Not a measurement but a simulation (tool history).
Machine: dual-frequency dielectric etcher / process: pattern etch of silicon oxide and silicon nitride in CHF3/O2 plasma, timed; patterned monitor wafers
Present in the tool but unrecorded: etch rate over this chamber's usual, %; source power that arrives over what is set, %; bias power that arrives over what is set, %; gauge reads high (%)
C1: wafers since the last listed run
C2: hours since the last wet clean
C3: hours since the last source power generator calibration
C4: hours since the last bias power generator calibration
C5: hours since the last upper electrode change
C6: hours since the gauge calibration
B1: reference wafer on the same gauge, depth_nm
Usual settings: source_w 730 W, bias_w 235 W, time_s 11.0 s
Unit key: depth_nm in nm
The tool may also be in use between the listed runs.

{"run": 1, "hour": 0.0, "source_w": 730, "bias_w": 257, "time_s": 11.0, "C1": 0, "C2": 63.9, "C3": 4117.6, "C4": 3907.8, "C5": 2970.3, "C6": 1104.8, "B1": 18.99, "depth_nm": 18.59}
{"run": 2, "hour": 23.6, "source_w": 730, "bias_w": 257, "time_s": 11.0, "C1": 456, "C2": 87.5, "C3": 4141.2, "C4": 3931.4, "C5": 2993.9, "C6": 1128.4, "B1": 19.0, "depth_nm": 18.58}
{"run": 3, "hour": 56.9, "source_w": 730, "bias_w": 235, "time_s": 11.0, "C1": 644, "C2": 120.8, "C3": 4174.5, "C4": 3964.7, "C5": 3027.2, "C6": 1161.7, "B1": 19.0, "depth_nm": 18.06}
{"run": 4, "hour": 70.1, "source_w": 730, "bias_w": 235, "time_s": 11.0, "C1": 255, "C2": 134.0, "C3": 4187.7, "C4": 3977.9, "C5": 3040.4, "C6": 1174.9, "B1": 19.0, "depth_nm": 18.02}
{"run": 5, "hour": 85.6, "source_w": 730, "bias_w": 235, "time_s": 11.0, "C1": 299, "C2": 149.5, "C3": 4203.2, "C4": 3993.4, "C5": 3055.9, "C6": 1190.4, "B1": 18.99, "depth_nm": 18.04}
{"run": 6, "hour": 104.4, "source_w": 730, "bias_w": 235, "time_s": 11.0, "C1": 363, "C2": 168.3, "C3": 4222.0, "C4": 4012.2, "C5": 3074.7, "C6": 1209.2, "B1": 19.0, "depth_nm": 18.03}
{"hour": 126.2, "done": "gauge calibrated"}
{"hour": 156.7, "done": "source power generator calibrated"}
{"run": 7, "hour": 207.4, "source_w": 730, "bias_w": 235, "time_s": 11.0, "C1": 1915, "C2": 271.3, "C3": 50.7, "C4": 4115.2, "C5": 3177.7, "C6": 81.2, "B1": 19.01, "depth_nm": 17.97}
{"run": 8, "hour": 226.2, "source_w": 610, "bias_w": 193, "time_s": 11.0, "C1": 363, "C2": 290.1, "C3": 69.5, "C4": 4134.0, "C5": 3196.5, "C6": 100.0, "B1": 19.01, "depth_nm": 16.23}
{"run": 9, "hour": 248.3, "source_w": 730, "bias_w": 235, "time_s": 11.0, "C1": 427, "C2": 312.2, "C3": 91.6, "C4": 4156.1, "C5": 3218.6, "C6": 122.1, "B1": 19.0, "depth_nm": 17.91}
{"hour": 286.1, "done": "upper electrode replaced"}
{"run": 10, "hour": 286.6, "source_w": 730, "bias_w": 270, "time_s": 11.0, "C1": 276, "C2": 350.5, "C3": 129.9, "C4": 4194.4, "C5": 0.5, "C6": 160.4, "B1": 19.01, "depth_nm": 18.73}
{"run": 11, "hour": 312.6, "source_w": 780, "bias_w": 185, "time_s": 8.5, "C1": 503, "C2": 376.5, "C3": 155.9, "C4": 4220.4, "C5": 26.5, "C6": 186.4, "B1": 19.0, "depth_nm": 13.01}
{"run": 12, "hour": 327.3, "source_w": 880, "bias_w": 235, "time_s": 9.5, "C1": 284, "C2": 391.2, "C3": 170.6, "C4": 4235.1, "C5": 41.2, "C6": 201.1, "B1": 19.0, "depth_nm": 16.07}
{"run": 13, "hour": 351.2, "source_w": 730, "bias_w": 235, "time_s": 13.5, "C1": 462, "C2": 415.1, "C3": 194.5, "C4": 4259.0, "C5": 65.1, "C6": 225.0, "B1": 19.01, "depth_nm": 21.91}
{"run": 14, "hour": 380.0, "source_w": 590, "bias_w": 235, "time_s": 11.0, "C1": 557, "C2": 443.9, "C3": 223.3, "C4": 4287.8, "C5": 93.9, "C6": 253.8, "B1": 19.01, "depth_nm": 17.07}
{"hour": 419.4, "done": "wet clean of the chamber"}
{"run": 15, "hour": 419.9, "source_w": 730, "bias_w": 235, "time_s": 11.0, "C1": 307, "C2": 0.5, "C3": 263.2, "C4": 4327.7, "C5": 133.8, "C6": 293.7, "B1": 18.99, "depth_nm": 18.2}
{"run": 16, "hour": 420.2, "source_w": 780, "bias_w": 235, "time_s": 11.0, "C1": 5, "C2": 0.8, "C3": 263.5, "C4": 4328.0, "C5": 134.1, "C6": 294.0, "B1": 19.0, "depth_nm": 18.49}
{"run": 17, "hour": 447.5, "source_w": 820, "bias_w": 209, "time_s": 14.5, "C1": 528, "C2": 28.1, "C3": 290.8, "C4": 4355.3, "C5": 161.4, "C6": 321.3, "B1": 19.0, "depth_nm": 23.7}
{"run": 18, "hour": 461.4, "source_w": 730, "bias_w": 235, "time_s": 11.0, "C1": 268, "C2": 42.0, "C3": 304.7, "C4": 4369.2, "C5": 175.3, "C6": 335.2, "B1": 19.0, "depth_nm": 18.12}
{"run": 19, "hour": 490.8, "source_w": 730, "bias_w": 235, "time_s": 9.5, "C1": 568, "C2": 71.4, "C3": 334.1, "C4": 4398.6, "C5": 204.7, "C6": 364.6, "B1": 19.0, "depth_nm": 15.67}
{"run": 20, "hour": 514.4, "source_w": 650, "bias_w": 194, "time_s": 13.5, "C1": 456, "C2": 95.0, "C3": 357.7, "C4": 4422.2, "C5": 228.3, "C6": 388.2, "B1": 18.99, "depth_nm": 20.45}
{"run": 21, "hour": 527.4, "source_w": 620, "bias_w": 235, "time_s": 11.0, "C1": 251, "C2": 108.0, "C3": 370.7, "C4": 4435.2, "C5": 241.3, "C6": 401.2, "B1": 19.0, "depth_nm": 17.49}
{"hour": 535.4, "done": "bias power generator calibrated"}
{"run": 22, "hour": 551.8, "source_w": 730, "bias_w": 235, "time_s": 14.0, "C1": 394, "C2": 132.4, "C3": 395.1, "C4": 16.4, "C5": 265.7, "C6": 425.6, "B1": 19.0, "depth_nm": 23.03}
{"run": 23, "hour": 581.3, "source_w": 730, "bias_w": 235, "time_s": 8.0, "C1": 570, "C2": 161.9, "C3": 424.6, "C4": 45.9, "C5": 295.2, "C6": 455.1, "B1": 19.0, "depth_nm": 13.15}
{"run": 24, "hour": 649.1, "source_w": 900, "bias_w": 193, "time_s": 11.0, "C1": 1311, "C2": 229.7, "C3": 492.4, "C4": 113.7, "C5": 363.0, "C6": 522.9, "B1": 18.99, "depth_nm": 17.87}
{"run": 25, "hour": 668.0, "source_w": 600, "bias_w": 252, "time_s": 11.0, "C1": 365, "C2": 248.6, "C3": 511.3, "C4": 132.6, "C5": 381.9, "C6": 541.8, "B1": 19.0, "depth_nm": 17.66}
{"run": 26, "hour": 703.1, "source_w": 780, "bias_w": 235, "time_s": 13.5, "C1": 679, "C2": 283.7, "C3": 546.4, "C4": 167.7, "C5": 417.0, "C6": 576.9, "B1": 19.0, "depth_nm": 22.47}
{"run": 27, "hour": 720.3, "source_w": 730, "bias_w": 284, "time_s": 12.0, "C1": 332, "C2": 300.9, "C3": 563.6, "C4": 184.9, "C5": 434.2, "C6": 594.1, "B1": 18.99, "depth_nm": 20.83}
{"run": 28, "hour": 752.8, "source_w": 620, "bias_w": 186, "time_s": 9.5, "C1": 628, "C2": 333.4, "C3": 596.1, "C4": 217.4, "C5": 466.7, "C6": 626.6, "B1": 19.0, "depth_nm": 13.92}
{"run": 29, "hour": 778.3, "source_w": 730, "bias_w": 235, "time_s": 11.0, "C1": 493, "C2": 358.9, "C3": 621.6, "C4": 242.9, "C5": 492.2, "C6": 652.1, "B1": 19.01, "depth_nm": 17.94}

Consider 5 possible next runs. They are alternatives, not a sequence: every one starts from the tool as it was left by run 29. What does each give?
{"run": "A", "hour": 778.7, "source_w": 730, "bias_w": 200, "time_s": 11.0, "C1": 7, "C2": 359.3, "C3": 622.0, "C4": 243.3, "C5": 492.6, "C6": 652.5, "B1": "?", "depth_nm": "?"}
{"run": "B", "hour": 778.7, "source_w": 730, "bias_w": 235, "time_s": 12.5, "C1": 7, "C2": 359.3, "C3": 622.0, "C4": 243.3, "C5": 492.6, "C6": 652.5, "B1": "?", "depth_nm": "?"}
{"run": "C", "hour": 778.7, "source_w": 910, "bias_w": 235, "time_s": 14.0, "C1": 7, "C2": 359.3, "C3": 622.0, "C4": 243.3, "C5": 492.6, "C6": 652.5, "B1": "?", "depth_nm": "?"}
{"run": "D", "hour": 778.7, "source_w": 730, "bias_w": 210, "time_s": 9.0, "C1": 7, "C2": 359.3, "C3": 622.0, "C4": 243.3, "C5": 492.6, "C6": 652.5, "B1": "?", "depth_nm": "?"}
{"run": "E", "hour": 778.7, "source_w": 550, "bias_w": 204, "time_s": 7.5, "C1": 7, "C2": 359.3, "C3": 622.0, "C4": 243.3, "C5": 492.6, "C6": 652.5, "B1": "?", "depth_nm": "?"}

run=A B1=19.00 depth_nm=17.02
run=B B1=19.00 depth_nm=20.34
run=C B1=19.00 depth_nm=23.97
run=D B1=19.00 depth_nm=14.13
run=E B1=19.00 depth_nm=11.00
The same runs, with their run-to-run variation unchanged, on a tool lacking any hidden condition would have given:
run=A depth_nm=17.19
run=B depth_nm=20.54
run=C depth_nm=24.21
run=D depth_nm=14.27
run=E depth_nm=11.11

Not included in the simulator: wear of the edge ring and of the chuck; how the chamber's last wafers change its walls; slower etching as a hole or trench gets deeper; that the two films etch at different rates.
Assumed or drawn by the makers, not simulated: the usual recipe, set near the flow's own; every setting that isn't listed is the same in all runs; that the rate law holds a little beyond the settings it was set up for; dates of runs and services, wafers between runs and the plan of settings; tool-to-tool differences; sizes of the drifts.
